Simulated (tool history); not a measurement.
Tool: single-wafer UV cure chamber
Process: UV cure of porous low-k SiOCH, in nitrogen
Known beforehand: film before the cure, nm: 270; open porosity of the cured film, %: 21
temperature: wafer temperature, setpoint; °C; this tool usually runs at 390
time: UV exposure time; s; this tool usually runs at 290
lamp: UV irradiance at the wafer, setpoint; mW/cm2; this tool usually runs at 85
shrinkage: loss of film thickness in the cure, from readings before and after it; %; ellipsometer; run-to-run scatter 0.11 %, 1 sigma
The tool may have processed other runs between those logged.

run	hour	temperature	time	lamp	shrinkage
1	0	390	290	116	12.127
2	30.5	390	290	116	12.249
3	57.6	390	290	85	10.684
4	92.2	390	290	85	10.659
5	126	402	290	108	11.849
6	153.3	402	290	108	11.985
7	188	378	290	85	10.284
8	205.8	378	290	85	10.36
9	220	390	180	85	8.239
10	244	390	290	85	10.511
11	278.4	390	290	85	10.462
12	291.1	390	290	85	10.402
13	316	390	290	85	10.2
14	349.1	390	400	107	12.977
# hour 373.2: quartz window cleaned
15	374.1	390	290	85	10.363
16	387.8	397	455	65	11.236
17	421.9	405	200	47	6.416
18	441.3	398	120	118	7.952
19	454.7	390	290	85	10.32
# hour 466: UV bulbs replaced
20	485.7	390	290	85	12.841
21	551.9	390	290	123	14.683
22	580.8	377	290	119	13.972
23	598.4	405	200	47	8.454
24	624.9	390	290	85	12.577
25	653.8	405	230	85	11.829
26	724	398	375	103	15.231

A few steps of shrinkage between consecutive runs. Split each: what settings, incoming material and random variation would produce without the hidden state, and what is left over for the hidden state, along with gauge scatter present in only one of the two compared results (measured, and without hidden state):
The hidden state here: lamp output below its setpoint, %; transmission lost against a clean window, %.
Run 16 -> 17: temperature 397 -> 405, time 455 -> 200, lamp 65 -> 47. shrinkage -4.82 %: hidden state +0.263, all else -5.083.
Run 19 -> 20: UV bulbs replaced. shrinkage +2.521 %: hidden state +2.498, all else +0.023.
Run 22 -> 23: temperature 377 -> 405, time 290 -> 200, lamp 119 -> 47. shrinkage -5.518 %: hidden state +0.003, all else -5.521.
